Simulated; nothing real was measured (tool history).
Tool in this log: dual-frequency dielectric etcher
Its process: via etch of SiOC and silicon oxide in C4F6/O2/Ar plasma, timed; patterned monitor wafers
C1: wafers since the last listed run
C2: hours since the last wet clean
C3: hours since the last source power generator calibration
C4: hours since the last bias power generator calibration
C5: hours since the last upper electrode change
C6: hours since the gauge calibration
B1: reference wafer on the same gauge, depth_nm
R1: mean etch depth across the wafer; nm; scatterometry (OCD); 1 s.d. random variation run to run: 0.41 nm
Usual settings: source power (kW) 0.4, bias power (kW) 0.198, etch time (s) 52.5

{"run": 1, "hour": 0.0, "source power (kW)": 0.4, "bias power (kW)": 0.198, "etch time (s)": 52.5, "C1": 0, "C2": 363.2, "C3": 3073.4, "C4": 1915.4, "C5": 3243.6, "C6": 155.7, "B1": 63.4, "R1": 62.8}
{"run": 2, "hour": 13.4, "source power (kW)": 0.45, "bias power (kW)": 0.198, "etch time (s)": 61, "C1": 102, "C2": 376.6, "C3": 3086.8, "C4": 1928.8, "C5": 3257, "C6": 169.1, "B1": 63.3, "R1": 77}
{"run": 3, "hour": 22.7, "source power (kW)": 0.4, "bias power (kW)": 0.198, "etch time (s)": 52.5, "C1": 71, "C2": 385.9, "C3": 3096.1, "C4": 1938.1, "C5": 3266.3, "C6": 178.4, "B1": 63.3, "R1": 62.2}
{"run": 4, "hour": 31.8, "source power (kW)": 0.4, "bias power (kW)": 0.198, "etch time (s)": 52.5, "C1": 69, "C2": 395, "C3": 3105.2, "C4": 1947.2, "C5": 3275.4, "C6": 187.5, "B1": 63.3, "R1": 62.7}
{"run": 5, "hour": 38.6, "source power (kW)": 0.4, "bias power (kW)": 0.176, "etch time (s)": 52.5, "C1": 52, "C2": 401.8, "C3": 3112, "C4": 1954, "C5": 3282.2, "C6": 194.3, "B1": 63.2, "R1": 59.9}
{"run": 6, "hour": 52.5, "source power (kW)": 0.4, "bias power (kW)": 0.176, "etch time (s)": 52.5, "C1": 106, "C2": 415.7, "C3": 3125.9, "C4": 1967.9, "C5": 3296.1, "C6": 208.2, "B1": 63.2, "R1": 59.8}
{"run": 7, "hour": 59.6, "source power (kW)": 0.4, "bias power (kW)": 0.176, "etch time (s)": 52.5, "C1": 54, "C2": 422.8, "C3": 3133, "C4": 1975, "C5": 3303.2, "C6": 215.3, "B1": 63.4, "R1": 59.1}
{"run": 8, "hour": 108.2, "source power (kW)": 0.4, "bias power (kW)": 0.198, "etch time (s)": 56, "C1": 372, "C2": 471.4, "C3": 3181.6, "C4": 2023.6, "C5": 3351.8, "C6": 263.9, "B1": 63.1, "R1": 66.7}
{"run": 9, "hour": 114.7, "source power (kW)": 0.4, "bias power (kW)": 0.198, "etch time (s)": 52.5, "C1": 49, "C2": 477.9, "C3": 3188.1, "C4": 2030.1, "C5": 3358.3, "C6": 270.4, "B1": 63.3, "R1": 62.4}
{"run": 10, "hour": 124.0, "source power (kW)": 0.4, "bias power (kW)": 0.198, "etch time (s)": 52.5, "C1": 71, "C2": 487.2, "C3": 3197.4, "C4": 2039.4, "C5": 3367.6, "C6": 279.7, "B1": 63.3, "R1": 61.9}
{"run": 11, "hour": 133.5, "source power (kW)": 0.4, "bias power (kW)": 0.198, "etch time (s)": 52.5, "C1": 72, "C2": 496.7, "C3": 3206.9, "C4": 2048.9, "C5": 3377.1, "C6": 289.2, "B1": 63.2, "R1": 61.9}
{"run": 12, "hour": 144.9, "source power (kW)": 0.4, "bias power (kW)": 0.198, "etch time (s)": 52.5, "C1": 87, "C2": 508.1, "C3": 3218.3, "C4": 2060.3, "C5": 3388.5, "C6": 300.6, "B1": 63.4, "R1": 62.3}
{"run": 13, "hour": 162.2, "source power (kW)": 0.4, "bias power (kW)": 0.198, "etch time (s)": 52.5, "C1": 132, "C2": 525.4, "C3": 3235.6, "C4": 2077.6, "C5": 3405.8, "C6": 317.9, "B1": 63.3, "R1": 61.6}
{"run": 14, "hour": 176.0, "source power (kW)": 0.4, "bias power (kW)": 0.198, "etch time (s)": 52.5, "C1": 105, "C2": 539.2, "C3": 3249.4, "C4": 2091.4, "C5": 3419.6, "C6": 331.7, "B1": 63.4, "R1": 61.7}
{"hour": 179.7, "done": "gauge calibrated"}
{"run": 15, "hour": 193.0, "source power (kW)": 0.5, "bias power (kW)": 0.198, "etch time (s)": 37.5, "C1": 130, "C2": 556.2, "C3": 3266.4, "C4": 2108.4, "C5": 3436.6, "C6": 13.3, "B1": 63.4, "R1": 49.2}
{"hour": 203.9, "done": "source power generator calibrated"}
{"hour": 218.1, "done": "upper electrode replaced"}
{"run": 16, "hour": 218.6, "source power (kW)": 0.49, "bias power (kW)": 0.18, "etch time (s)": 63, "C1": 56, "C2": 581.8, "C3": 14.7, "C4": 2134, "C5": 0.5, "C6": 38.9, "B1": 63.3, "R1": 79}
{"run": 17, "hour": 223.7, "source power (kW)": 0.45, "bias power (kW)": 0.217, "etch time (s)": 42.5, "C1": 39, "C2": 586.9, "C3": 19.8, "C4": 2139.1, "C5": 5.6, "C6": 44, "B1": 63.2, "R1": 54.5}
{"run": 18, "hour": 230.1, "source power (kW)": 0.4, "bias power (kW)": 0.161, "etch time (s)": 52.5, "C1": 49, "C2": 593.3, "C3": 26.2, "C4": 2145.5, "C5": 12, "C6": 50.4, "B1": 63.3, "R1": 56.6}
{"run": 19, "hour": 242.9, "source power (kW)": 0.45, "bias power (kW)": 0.217, "etch time (s)": 42.5, "C1": 98, "C2": 606.1, "C3": 39, "C4": 2158.3, "C5": 24.8, "C6": 63.2, "B1": 63.2, "R1": 54.5}
{"hour": 267.1, "done": "wet clean of the chamber"}
{"run": 20, "hour": 267.6, "source power (kW)": 0.4, "bias power (kW)": 0.198, "etch time (s)": 52.5, "C1": 5, "C2": 0.5, "C3": 63.7, "C4": 2183, "C5": 49.5, "C6": 87.9, "B1": 63.3, "R1": 63.4}
{"run": 21, "hour": 267.9, "source power (kW)": 0.4, "bias power (kW)": 0.175, "etch time (s)": 42, "C1": 2, "C2": 0.8, "C3": 64, "C4": 2183.3, "C5": 49.8, "C6": 88.2, "B1": 63.3, "R1": 48.8}
{"run": 22, "hour": 275.3, "source power (kW)": 0.35, "bias power (kW)": 0.211, "etch time (s)": 52.5, "C1": 56, "C2": 8.2, "C3": 71.4, "C4": 2190.7, "C5": 57.2, "C6": 95.6, "B1": 63.3, "R1": 61.3}
{"hour": 284.6, "done": "bias power generator calibrated"}
{"run": 23, "hour": 321.7, "source power (kW)": 0.4, "bias power (kW)": 0.198, "etch time (s)": 52.5, "C1": 324, "C2": 54.6, "C3": 117.8, "C4": 37.1, "C5": 103.6, "C6": 142, "B1": 63.4, "R1": 62.7}
{"run": 24, "hour": 337.6, "source power (kW)": 0.4, "bias power (kW)": 0.198, "etch time (s)": 52.5, "C1": 121, "C2": 70.5, "C3": 133.7, "C4": 53, "C5": 119.5, "C6": 157.9, "B1": 63.3, "R1": 64.1}
{"run": 25, "hour": 348.8, "source power (kW)": 0.33, "bias power (kW)": 0.198, "etch time (s)": 52.5, "C1": 85, "C2": 81.7, "C3": 144.9, "C4": 64.2, "C5": 130.7, "C6": 169.1, "B1": 63.3, "R1": 57.7}
{"run": 26, "hour": 393.4, "source power (kW)": 0.43, "bias power (kW)": 0.166, "etch time (s)": 62.5, "C1": 341, "C2": 126.3, "C3": 189.5, "C4": 108.8, "C5": 175.3, "C6": 213.7, "B1": 63.2, "R1": 72.9}
{"run": 27, "hour": 406.5, "source power (kW)": 0.32, "bias power (kW)": 0.198, "etch time (s)": 52.5, "C1": 100, "C2": 139.4, "C3": 202.6, "C4": 121.9, "C5": 188.4, "C6": 226.8, "B1": 63.3, "R1": 56.1}
{"run": 28, "hour": 413.1, "source power (kW)": 0.44, "bias power (kW)": 0.244, "etch time (s)": 46, "C1": 50, "C2": 146, "C3": 209.2, "C4": 128.5, "C5": 195, "C6": 233.4, "B1": 63.5, "R1": 63.6}
{"run": 29, "hour": 419.9, "source power (kW)": 0.36, "bias power (kW)": 0.198, "etch time (s)": 52.5, "C1": 52, "C2": 152.8, "C3": 216, "C4": 135.3, "C5": 201.8, "C6": 240.2, "B1": 63.3, "R1": 59.6}
{"run": 30, "hour": 452.9, "source power (kW)": 0.43, "bias power (kW)": 0.233, "etch time (s)": 66, "C1": 252, "C2": 185.8, "C3": 249, "C4": 168.3, "C5": 234.8, "C6": 273.2, "B1": 63.2, "R1": 87.8}

Give the tool's hidden conditions for every run:
source power that arrives over what is set, %: 0 in every run
bias power that arrives over what is set, %: 0 in every run
gauge reads high (%): 0 in every run
H1: etch rate over this chamber's usual, %
run=1 H1=-2.61
run=2 H1=-2.72
run=3 H1=-2.8
run=4 H1=-2.88
run=5 H1=-2.93
run=6 H1=-3.05
run=7 H1=-3.11
run=8 H1=-3.51
run=9 H1=-3.57
run=10 H1=-3.64
run=11 H1=-3.72
run=12 H1=-3.82
run=13 H1=-3.96
run=14 H1=-4.08
run=15 H1=-4.22
run=16 H1=-4.43
run=17 H1=-4.47
run=18 H1=-4.52
run=19 H1=-4.63
run=20 H1=-1.11
run=21 H1=-1.12
run=22 H1=-1.18
run=23 H1=-1.56
run=24 H1=-1.7
run=25 H1=-1.79
run=26 H1=-2.16
run=27 H1=-2.27
run=28 H1=-2.32
run=29 H1=-2.38
run=30 H1=-2.65

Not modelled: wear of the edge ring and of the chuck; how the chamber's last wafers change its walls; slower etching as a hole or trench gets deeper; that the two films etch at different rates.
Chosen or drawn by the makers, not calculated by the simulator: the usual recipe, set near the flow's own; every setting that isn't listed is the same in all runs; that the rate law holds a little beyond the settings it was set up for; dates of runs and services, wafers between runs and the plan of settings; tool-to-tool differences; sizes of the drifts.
